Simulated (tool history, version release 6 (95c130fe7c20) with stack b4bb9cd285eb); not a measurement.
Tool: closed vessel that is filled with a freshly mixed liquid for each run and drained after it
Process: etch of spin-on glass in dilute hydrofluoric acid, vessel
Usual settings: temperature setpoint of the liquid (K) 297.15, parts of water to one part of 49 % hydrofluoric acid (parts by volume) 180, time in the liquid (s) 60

run	hour	temperature setpoint of the liquid (K)	parts of water to one part of 49 % hydrofluoric acid (parts by volume)	time in the liquid (s)	wafers since the last listed run	hours since the thermometer was replaced	hours since the hydrofluoric acid flow meter was replaced	hours since the gauge calibration	read-back film thickness of the spin-on glass reference wafer, read on the same gauge (nm)	thickness taken off the spin-on glass on a monitor wafer (angstrom)
1	0	297.15	180	60	0	1602.1	181.4	1147.9	59.96	167.8
2	46.7	297.15	180	75	6384	1648.8	228.1	1194.6	59.97	210
3	172.7	297.15	180	85	17225	1774.8	354.1	1320.6	60.02	236.6
4	244.4	297.15	180	85	9802	1846.5	425.8	1392.3	59.98	236.4
5	286.4	297.15	180	85	5741	1888.5	467.8	1434.3	60.01	236.1
6	351.2	297.15	180	60	8858	1953.3	532.6	1499.1	59.96	167.6
7	405.8	297.15	180	60	7464	2007.9	587.2	1553.7	60.01	167.6
8	492.4	298.65	180	80	11839	2094.5	673.8	1640.3	59.97	235.1
# hour 572.1: hydrofluoric acid flow meter replaced
9	591.1	294.65	180	45	13356	2193.2	19	1739	60	114
# hour 619.9: thermometer replaced
10	658	294.65	180	45	9009	38.1	85.9	1805.9	60.02	112.6
11	752.9	294.65	180	45	12973	133	180.8	1900.8	60.06	112.7
12	798.8	299.15	140	60	6274	178.9	226.7	1946.7	60.04	238.6
13	843.8	299.15	140	60	6151	223.9	271.7	1991.7	60.02	238.4
14	908.8	299.15	140	60	8886	288.9	336.7	2056.7	59.93	237.9
# hour 937.4: gauge calibrated
15	995.9	297.15	180	60	11907	376	423.8	58.5	60.02	165.6
16	1042.2	299.15	140	60	6329	422.3	470.1	104.8	60.01	238.4
# hour 1092.9: thermometer replaced, repeated, since the last time left the tool worse
17	1141.3	299.65	180	75	13411	48.4	569.2	203.9	60.04	232.9
18	1234.8	299.15	140	60	12782	141.9	662.7	297.4	60	245.4
19	1277.5	293.65	140	75	5837	184.6	705.4	340.1	59.98	248.7
# hour 1303.1: hydrofluoric acid flow meter replaced
20	1383.5	293.65	180	60	14354	290.6	80.4	446.1	60.01	147.7
21	1455.6	293.15	180	60	9856	362.7	152.5	518.2	60.01	144.9
22	1497.4	294.15	230	90	5714	404.5	194.3	560	59.98	168.9
23	1604.5	298.65	180	45	14641	511.6	301.4	667.1	60.06	134.5
24	1661.5	297.15	180	50	7792	568.6	358.4	724.1	60	139.7
25	1749.5	298.65	110	30	12030	656.6	446.4	812.1	59.98	157.8
26	1823	297.15	115	60	10048	730.1	519.9	885.6	60.02	284.5
27	1878.1	293.15	215	85	7532	785.2	575	940.7	60.01	165
# hour 1952.6: hydrofluoric acid flow meter replaced
28	1953.5	299.65	220	60	10171	860.6	0.9	1016.1	59.98	144.8

Here are 4 independent what-if runs from the current tool condition. What would each one return?
A	1954.2	297.15	215	60	95	861.3	1.6	1016.8	?	?
B	1954.2	301.65	130	60	95	861.3	1.6	1016.8	?	?
C	1954.2	300.15	180	45	95	861.3	1.6	1016.8	?	?
D	1954.2	301.65	250	75	95	861.3	1.6	1016.8	?	?

run	read-back film thickness of the spin-on glass reference wafer, read on the same gauge (nm)	thickness taken off the spin-on glass on a monitor wafer (angstrom)
A	59.99	136.1
B	59.99	293.4
C	59.99	141.4
D	59.99	165.2
Without the tool's hidden state the same runs would have given:
run	thickness taken off the spin-on glass on a monitor wafer (angstrom)
A	137.7
B	297
C	143.1
D	167
